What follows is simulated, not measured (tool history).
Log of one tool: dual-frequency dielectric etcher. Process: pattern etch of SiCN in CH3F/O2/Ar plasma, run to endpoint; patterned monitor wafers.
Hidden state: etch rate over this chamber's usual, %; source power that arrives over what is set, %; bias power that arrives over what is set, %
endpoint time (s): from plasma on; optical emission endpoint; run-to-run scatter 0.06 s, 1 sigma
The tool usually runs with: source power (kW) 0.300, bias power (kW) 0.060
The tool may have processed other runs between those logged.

run,hour,source power (kW),bias power (kW),wafers since the last listed run,hours since the last wet clean,hours since the last source power generator calibration,hours since the last bias power generator calibration,hours since the last upper electrode change,"incoming incoming film thickness, nm",endpoint time (s)
1,0.0,0.300,0.060,0,456.6,2192.7,4013.9,2454.5,6.86,19.2
# hour 4.5: wet clean of the chamber
2,27.5,0.300,0.060,416,23.0,2220.2,4041.4,2482.0,6.83,19.2
3,86.9,0.300,0.060,1075,82.4,2279.6,4100.8,2541.4,6.74,18.9
4,106.0,0.300,0.060,345,101.5,2298.7,4119.9,2560.5,6.80,19.1
5,137.4,0.300,0.060,568,132.9,2330.1,4151.3,2591.9,6.79,19.1
6,167.8,0.300,0.060,550,163.3,2360.5,4181.7,2622.3,6.82,19.2
7,186.1,0.300,0.060,331,181.6,2378.8,4200.0,2640.6,6.87,19.3
8,207.8,0.300,0.060,393,203.3,2400.5,4221.7,2662.3,6.78,19.0
9,224.6,0.300,0.060,304,220.1,2417.3,4238.5,2679.1,6.76,19.0
10,243.3,0.300,0.060,338,238.8,2436.0,4257.2,2697.8,6.73,18.7
11,257.4,0.300,0.060,255,252.9,2450.1,4271.3,2711.9,6.82,19.2
# hour 303.0: bias power generator calibrated
# hour 315.1: upper electrode replaced
12,315.6,0.300,0.060,762,311.1,2508.3,12.6,0.5,6.85,19.3
13,317.0,0.300,0.060,25,312.5,2509.7,14.0,1.9,6.87,19.3
14,338.2,0.330,0.054,383,333.7,2530.9,35.2,23.1,6.78,19.2
# hour 343.6: source power generator calibrated
15,362.1,0.340,0.047,360,357.6,18.5,59.1,47.0,6.74,20.0
16,388.7,0.330,0.053,481,384.2,45.1,85.7,73.6,6.85,19.6

Run 17 has not been measured yet. What should we expect?
# hour 418.2: wet clean of the chamber
17,418.7,0.240,0.060,108,0.5,75.1,115.7,103.6,6.73,?

endpoint time (s): 20.4
With the hidden condition absent and the run-to-run variation left alone, this run would have shown endpoint time (s) 20.4.
